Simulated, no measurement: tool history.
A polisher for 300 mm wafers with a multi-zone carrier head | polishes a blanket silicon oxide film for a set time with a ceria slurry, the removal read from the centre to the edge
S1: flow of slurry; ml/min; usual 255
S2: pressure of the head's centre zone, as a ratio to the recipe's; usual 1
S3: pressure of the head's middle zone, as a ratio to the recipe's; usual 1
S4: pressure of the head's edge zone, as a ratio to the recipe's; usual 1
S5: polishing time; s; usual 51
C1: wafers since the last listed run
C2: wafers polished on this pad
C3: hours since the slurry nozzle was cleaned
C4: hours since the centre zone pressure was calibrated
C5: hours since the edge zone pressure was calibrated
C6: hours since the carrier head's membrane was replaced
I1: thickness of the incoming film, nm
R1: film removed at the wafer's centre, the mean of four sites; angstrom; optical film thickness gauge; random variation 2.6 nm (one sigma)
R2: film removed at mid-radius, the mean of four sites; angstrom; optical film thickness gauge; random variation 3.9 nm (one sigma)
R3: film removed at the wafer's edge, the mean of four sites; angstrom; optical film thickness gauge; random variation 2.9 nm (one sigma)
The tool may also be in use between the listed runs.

run,day,S1,S2,S3,S4,S5,C1,C2,C3,C4,C5,C6,I1,R1,R2,R3
1,0,255,0.88,1,1,51,0,767,54.7,55.1,1158.8,918.5,872.5,2298,2678,2707
2,0.383,335,1.05,1,1,51,115,882,63.9,64.3,1168,927.7,873.3,2834,2651,2770
3,0.679,255,1,1,1,51,88,971,71,71.4,1175.1,934.8,862.6,2589,2625,2743
4,1.088,305,1,1,1,51,122,1094,80.8,81.2,1184.9,944.6,882.7,2666,2693,2799
5,1.688,255,1.03,1,1,51,180,1274,95.2,95.6,1199.3,959,870.7,2637,2645,2770
6,1.975,255,1,1,1,51,86,1360,102.1,102.5,1206.2,965.9,869.7,2599,2667,2722
# day 2.758: worn pad replaced by a new one
7,2.779,255,1,1,1,51,191,5,121.4,121.8,1225.5,985.2,865.4,2570,2593,2733
# day 3.008: carrier head's membrane replaced by a new one
8,3.362,255,1.04,1,0.93,51,112,118,135.4,135.8,1239.5,8.5,856.4,2673,2641,2652
9,3.621,255,1,1.08,1,44,77,195,141.6,142,1245.7,14.7,883.8,2169,2470,2363
10,3.925,255,1,1,1,51,91,287,148.9,149.3,1253,22,870.9,2544,2688,2792
# day 4.208: edge zone pressure recalibrated
11,4.671,255,1,1,1,51,198,486,166.8,167.2,11.1,39.9,870.9,2551,2678,2747
12,5.383,320,0.92,0.91,1,51,213,700,183.9,184.3,28.2,57,874.7,2425,2517,2731
13,5.642,255,1,1,1,37,77,777,190.1,190.5,34.4,63.2,886,1824,1931,1962
14,5.896,180,1,0.89,1,51,76,853,196.2,196.6,40.5,69.3,865.5,2367,2318,2656
15,6.567,255,1,1.08,1,51,201,1055,212.3,212.7,56.6,85.4,875.1,2491,2766,2706
16,7.067,255,1,1,1,51,150,1205,224.3,224.7,68.6,97.4,885.9,2500,2659,2735
17,7.396,295,1,0.92,1,51,98,1304,232.2,232.6,76.5,105.3,858.2,2519,2489,2702
18,7.771,255,1.06,1,1,51,112,1416,241.2,241.6,85.5,114.3,867.8,2607,2702,2717
# day 8.054: worn pad replaced by a new one
19,8.45,255,0.97,0.91,0.92,40,153,118,257.5,257.9,101.8,130.6,866.1,1907,1952,2020
20,8.917,255,1,1.07,1,51,140,258,268.7,269.1,113,141.8,855.9,2499,2768,2740
21,9.492,280,0.93,1,1.05,66,172,430,282.5,282.9,126.8,155.6,852.7,3052,3457,3661
22,10.067,285,1,0.92,1,51,172,603,296.3,296.7,140.6,169.4,876,2548,2525,2737

Measured less the same run without the tool's hidden state. The same run-to-run variation is in both; the gauge's scatter may not be:
The hidden state here: removal rate lost through wear of the pad, %; slurry flow missing at the pad, %; deviation of the centre zone's pressure from its setpoint, %; deviation of the edge zone's pressure from its setpoint, %.
run,R1
1,-14
2,-24
3,-27
4,-34
5,-42
6,-46
7,-56
8,-66
9,-57
10,-70
11,-80
12,-83
13,-65
14,-86
15,-97
16,-102
17,-107
18,-114
19,-88
20,-120
21,-153
22,-132
R2: within 1 angstrom of the measured result in every run.
R3: 0 in every run.

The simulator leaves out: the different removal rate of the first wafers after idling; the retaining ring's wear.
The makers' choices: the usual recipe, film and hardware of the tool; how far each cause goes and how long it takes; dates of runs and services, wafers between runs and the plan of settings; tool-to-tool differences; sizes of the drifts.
